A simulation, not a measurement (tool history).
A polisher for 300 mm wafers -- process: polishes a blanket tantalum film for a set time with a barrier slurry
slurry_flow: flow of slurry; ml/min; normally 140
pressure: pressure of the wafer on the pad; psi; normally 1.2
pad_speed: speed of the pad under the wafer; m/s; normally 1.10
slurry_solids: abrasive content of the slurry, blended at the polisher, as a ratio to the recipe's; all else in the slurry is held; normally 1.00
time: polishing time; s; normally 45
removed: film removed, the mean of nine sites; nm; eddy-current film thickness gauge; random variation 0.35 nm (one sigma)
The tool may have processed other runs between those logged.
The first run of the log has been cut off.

run	hour	slurry_flow	pressure	pad_speed	slurry_solids	time	wafers since the last listed run	wafers polished on this pad	hours since the slurry nozzle was cleaned	hours since the head pressure was calibrated	hours since the slurry blender was calibrated	incoming thickness of the incoming film, nm	removed
# hour 12.8: slurry blender recalibrated
2	103.7	100	1.2	1.10	1.00	45	862	3110	183.4	306.2	90.9	365.2	48.8
3	209.7	140	1.2	1.10	1.00	45	899	4010	289.4	412.2	196.9	357.0	51.5
4	299.7	140	1.2	1.10	1.00	45	763	4773	379.4	502.2	286.9	354.8	51.2
# hour 307.9: worn pad replaced by a new one
5	347.4	150	1.2	1.10	1.00	45	370	335	427.1	549.9	334.6	365.9	51.7
6	404.1	150	1.2	1.10	1.00	45	481	816	483.8	606.6	391.3	360.5	51.7
7	476.4	150	1.2	1.10	1.00	45	613	1429	556.1	678.9	463.6	362.5	51.8
8	546.1	140	1.2	1.10	1.00	45	591	2020	625.8	748.6	533.3	355.2	51.4
# hour 621.9: slurry blender recalibrated
9	639.0	140	1.2	1.10	1.00	45	771	2792	718.7	841.5	17.1	361.8	51.5
# hour 647.0: slurry nozzle cleaned
10	722.3	140	1.2	1.10	1.00	45	698	3490	75.3	924.8	100.4	364.3	51.1
11	808.0	140	1.2	1.10	1.00	45	727	4217	161.0	1010.5	186.1	361.1	50.8
# hour 826.8: worn pad replaced by a new one
12	858.7	140	1.3	1.10	1.25	45	396	270	211.7	1061.2	236.8	360.7	59.8
13	901.3	140	1.2	1.10	1.00	45	361	631	254.3	1103.8	279.4	362.2	50.6
# hour 1080.1: slurry blender recalibrated
14	1149.4	140	1.2	1.30	1.00	45	2088	2720	502.4	1351.9	69.3	361.3	57.7
# hour 1155.4: head pressure recalibrated
15	1221.3	140	1.2	1.10	1.00	45	593	3313	574.3	65.9	141.2	358.6	51.4
16	1317.6	160	1.2	1.10	1.15	61	817	4130	670.6	162.2	237.5	356.2	74.2
# hour 1395.4: worn pad replaced by a new one
17	1401.9	150	1.2	1.10	1.00	45	681	54	754.9	246.5	321.8	358.6	52.0
18	1438.0	140	0.9	1.34	0.75	45	306	361	791.0	282.6	357.9	362.3	39.4
19	1476.1	140	1.2	1.10	1.00	45	323	684	829.1	320.7	396.0	362.0	50.6
# hour 1521.7: slurry nozzle cleaned
20	1566.9	140	1.2	1.38	1.00	45	761	1446	45.2	411.5	486.8	365.5	61.6
# hour 1626.9: slurry blender recalibrated
21	1628.3	140	1.2	1.10	1.20	30	503	1950	106.6	472.9	1.4	359.7	36.3
22	1689.5	140	1.2	1.10	1.00	45	519	2469	167.8	534.1	62.6	359.4	50.8
23	1743.8	140	1.2	0.80	1.30	45	460	2930	222.1	588.4	116.9	356.8	42.6
24	1828.1	140	1.2	1.10	1.20	45	715	3645	306.4	672.7	201.2	361.3	54.1
25	1920.9	140	1.0	1.10	0.90	45	787	4432	399.2	765.5	294.0	361.9	40.3

The next listed run, before its measurement:
# hour 1955.1: worn pad replaced by a new one
26	1975.7	140	1.2	1.10	1.00	45	431	174	454.0	820.3	348.8	358.8	?

{"run 26": {"removed": 50.2}}
With the hidden condition absent and the run-to-run variation left alone, this run would have shown removed 51.4 nm.
